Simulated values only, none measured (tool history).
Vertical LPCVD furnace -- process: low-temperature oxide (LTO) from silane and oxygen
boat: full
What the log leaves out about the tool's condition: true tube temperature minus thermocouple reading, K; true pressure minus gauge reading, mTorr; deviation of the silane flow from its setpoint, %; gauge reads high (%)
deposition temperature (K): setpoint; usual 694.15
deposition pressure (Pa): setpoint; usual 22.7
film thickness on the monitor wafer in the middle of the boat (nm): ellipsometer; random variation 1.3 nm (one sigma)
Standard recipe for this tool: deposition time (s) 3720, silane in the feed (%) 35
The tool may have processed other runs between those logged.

run	hour	deposition temperature (K)	deposition pressure (Pa)	deposition time (s)	silane in the feed (%)	wafers since the last listed run	hours since the last temperature calibration	hours since the pressure gauge was zeroed	hours since the silane flow controller was replaced	hours since the gauge calibration	read-back reference wafer on the same gauge, thickness	film thickness on the monitor wafer in the middle of the boat (nm)
1	0	694.15	22.7	2880	32	0	2423.3	2771	3336.6	33.6	393.03	316.22
2	38	694.15	22.7	2880	32	759	2461.3	2809	3374.6	71.6	393.17	315.29
3	72.8	694.15	22.7	2880	32	695	2496.1	2843.8	3409.4	106.4	392.96	315.59
4	143.3	694.15	22.7	3150	35	1408	2566.6	2914.3	3479.9	176.9	392.78	389.66
5	189.7	694.15	22.7	3150	35	926	2613	2960.7	3526.3	223.3	392.68	391.61
6	249.5	694.15	22.7	3720	35	1194	2672.8	3020.5	3586.1	283.1	393.15	459.23
7	281.1	694.15	22.7	4440	35	631	2704.4	3052.1	3617.7	314.7	393.35	548.14
8	351.7	694.15	22.7	3720	35	1410	2775	3122.7	3688.3	385.3	392.42	461.36
9	418.1	694.15	22.7	3720	41	1326	2841.4	3189.1	3754.7	451.7	392.87	555.48
# hour 471.7: gauge calibrated
# hour 496.6: silane flow controller replaced
10	497.1	694.15	22.7	4860	35	1098	2920.4	3268.1	0.5	25.4	393.23	603.33
# hour 539.9: thermocouples replaced and temperature profile calibrated
11	686.6	694.15	22.7	4950	35	3306	146.7	3457.6	190	214.9	393.06	613.84
# hour 725.8: pressure gauge zeroed
12	742.7	694.15	22.7	3720	35	641	202.8	16.9	246.1	271	393.1	438.8

Predict the results of run 13:
13	803	694.15	28	3720	30	1204	263.1	77.2	306.4	331.3	?	?

read-back reference wafer on the same gauge, thickness: 392.61
film thickness on the monitor wafer in the middle of the boat (nm): 443.12
With the hidden condition absent and the run-to-run variation left alone, this run would have shown film thickness on the monitor wafer in the middle of the boat (nm) 441.42.
